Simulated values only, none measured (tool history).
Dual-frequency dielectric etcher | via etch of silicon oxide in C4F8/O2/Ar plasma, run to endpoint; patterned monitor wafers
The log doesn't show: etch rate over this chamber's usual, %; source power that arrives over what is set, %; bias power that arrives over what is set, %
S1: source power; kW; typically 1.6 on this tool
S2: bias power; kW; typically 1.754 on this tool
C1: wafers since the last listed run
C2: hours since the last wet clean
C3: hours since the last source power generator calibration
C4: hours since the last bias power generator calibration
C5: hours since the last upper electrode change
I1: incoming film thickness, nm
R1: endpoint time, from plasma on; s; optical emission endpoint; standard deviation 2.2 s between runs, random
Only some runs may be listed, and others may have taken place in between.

| run | day | S1 | S2 | C1 | C2 | C3 | C4 | C5 | I1 | R1 |
|---|---|---|---|---|---|---|---|---|---|---|
| 1 | 0 | 1.78 | 1.754 | 0 | 368.3 | 3935.7 | 5386.3 | 5016.3 | 1407.3 | 308 |
| 2 | 0.679 | 1.6 | 1.754 | 90 | 384.6 | 3952 | 5402.6 | 5032.6 | 1415.8 | 323.8 |
| 3 | 1.346 | 1.6 | 1.754 | 88 | 400.6 | 3968 | 5418.6 | 5048.6 | 1433.4 | 328 |
| 4 | 2.658 | 1.6 | 1.754 | 174 | 432.1 | 3999.5 | 5450.1 | 5080.1 | 1439.9 | 332.5 |
| 5 | 3.7 | 1.6 | 1.754 | 138 | 457.1 | 4024.5 | 5475.1 | 5105.1 | 1412.7 | 322.1 |
| 6 | 5.004 | 1.6 | 1.754 | 173 | 488.4 | 4055.8 | 5506.4 | 5136.4 | 1407.2 | 321.4 |
| 7 | 6.204 | 1.6 | 1.754 | 159 | 517.2 | 4084.6 | 5535.2 | 5165.2 | 1402.8 | 324.8 |
| 8 | 6.875 | 1.6 | 1.754 | 89 | 533.3 | 4100.7 | 5551.3 | 5181.3 | 1405.2 | 321.5 |
|  | 8.171 | bias power generator calibrated |
| 9 | 8.192 | 1.6 | 1.754 | 152 | 564.9 | 4132.3 | 0.5 | 5212.9 | 1414.4 | 330.2 |
| 10 | 10.208 | 1.6 | 1.754 | 268 | 613.3 | 4180.7 | 48.9 | 5261.3 | 1416.3 | 329.8 |
|  | 12.092 | upper electrode replaced |
|  | 13.108 | wet clean of the chamber |
| 11 | 13.129 | 1.6 | 1.754 | 122 | 0.5 | 4250.8 | 119 | 24.9 | 1408.2 | 305.1 |
| 12 | 13.146 | 1.6 | 1.917 | 2 | 0.9 | 4251.2 | 119.4 | 25.3 | 1414.4 | 298.3 |
| 13 | 13.167 | 1.72 | 1.531 | 2 | 1.4 | 4251.7 | 119.9 | 25.8 | 1415.9 | 322.2 |
| 14 | 14.067 | 1.92 | 1.537 | 119 | 23 | 4273.3 | 141.5 | 47.4 | 1414.3 | 307.6 |
|  | 14.658 | source power generator calibrated |
| 15 | 14.704 | 1.26 | 1.981 | 62 | 38.3 | 1.1 | 156.8 | 62.7 | 1423.5 | 323.3 |
| 16 | 15.329 | 1.6 | 1.754 | 83 | 53.3 | 16.1 | 171.8 | 77.7 | 1415.9 | 315.9 |
| 17 | 16.342 | 1.6 | 1.754 | 134 | 77.6 | 40.4 | 196.1 | 102 | 1415.2 | 312.1 |
| 18 | 16.883 | 1.35 | 2.034 | 72 | 90.6 | 53.4 | 209.1 | 115 | 1403.1 | 306.9 |
| 19 | 17.388 | 1.35 | 2.034 | 67 | 102.7 | 65.5 | 221.2 | 127.1 | 1405.6 | 309.2 |
| 20 | 18.304 | 1.94 | 1.754 | 121 | 124.7 | 87.5 | 243.2 | 149.1 | 1403.8 | 293.4 |
| 21 | 19.646 | 1.91 | 1.754 | 178 | 156.9 | 119.7 | 275.4 | 181.3 | 1408.5 | 292.3 |
| 22 | 20.717 | 1.9 | 2.107 | 142 | 182.6 | 145.4 | 301.1 | 207 | 1422 | 276.2 |
| 23 | 21.471 | 1.6 | 1.754 | 100 | 200.7 | 163.5 | 319.2 | 225.1 | 1420.8 | 317.7 |
| 24 | 24.362 | 1.44 | 1.934 | 384 | 270.1 | 232.9 | 388.6 | 294.5 | 1413.4 | 314.7 |

Branching from run 24: 3 alternative next runs. What would each branch give?
| A | 24.383 | 1.6 | 1.562 | 2 | 270.6 | 233.4 | 389.1 | 295 | 1410.9 | ? |
| B | 24.383 | 1.32 | 1.318 | 2 | 270.6 | 233.4 | 389.1 | 295 | 1410.9 | ? |
| C | 24.383 | 1.92 | 1.485 | 2 | 270.6 | 233.4 | 389.1 | 295 | 1410.9 | ? |

| run | R1 |
|---|---|
| A | 337.7 |
| B | 394.5 |
| C | 322.4 |
Take away the tool's hidden state, keep each run's random variation, and the runs would have read:
| run | R1 |
|---|---|
| A | 330.2 |
| B | 385.8 |
| C | 315.3 |
